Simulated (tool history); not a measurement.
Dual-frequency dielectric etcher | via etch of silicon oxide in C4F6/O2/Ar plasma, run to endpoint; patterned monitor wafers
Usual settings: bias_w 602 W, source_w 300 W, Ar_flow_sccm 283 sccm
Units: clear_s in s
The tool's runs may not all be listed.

run,hour,bias_w,source_w,Ar_flow_sccm,"incoming incoming film thickness, nm",clear_s
1,0,602,300,283,116.6,22.2
# hour 80.3: Ar flow controller replaced
2,88,602,300,283,115.1,21.9
3,166.7,602,280,267,115.4,22.3
4,265.9,602,280,267,115.6,22.1
5,306.4,602,300,283,116.1,21.4
# hour 488.6: wet clean of the chamber
6,489.1,602,300,261,115.5,22.1
7,544.5,602,300,261,116.7,22.2
# hour 652.9: upper electrode replaced
8,653.4,602,300,261,115.9,21.7
9,938.9,504,260,349,115.7,25.3
# hour 1026.8: wet clean of the chamber
10,1031.7,602,300,283,115.9,22.1
11,1081.8,602,300,225,116.6,21.9
# hour 1131.6: source power generator calibrated
12,1132.1,712,300,283,115.9,20.3
13,1209.6,602,300,283,115.8,21.9
14,1265.6,602,300,283,116.6,21.9
15,1313.2,708,370,347,116.4,18.9
# hour 1376.2: bias power generator calibrated
16,1417.2,541,350,218,116.1,20.6
17,1479.4,699,300,214,116.5,19.6
18,1546.4,747,350,264,116,18
# hour 1578.2: wet clean of the chamber
19,1591.7,511,300,318,115.6,24.1
20,1642.4,602,300,283,116,22.4
21,1702.4,602,300,283,115.3,22
22,1757.2,602,260,309,115.5,23.7
23,1848.3,602,300,283,115.2,21.7
24,1930,602,300,283,116.5,21.8
25,2016,744,360,317,116.9,18.5
26,2071.3,740,240,316,114.9,21.2
# hour 2110.6: wet clean of the chamber
27,2113.4,602,330,223,116.3,20.9
28,2189,602,300,283,116,21.9

5 ways to go on from here, each from the tool as it stands after run 28. What would each give?
A,2189.4,602,300,283,115.5,?
B,2189.4,602,240,301,115.5,?
C,2189.4,494,240,343,115.5,?
D,2189.4,722,300,283,115.5,?
E,2189.4,602,350,283,115.5,?

run,clear_s
A,21.8
B,24.1
C,26.8
D,20.1
E,20.5
Without the tool's hidden state the same runs would have given:
run,clear_s
A,22.1
B,24.4
C,27.1
D,20.4
E,20.7
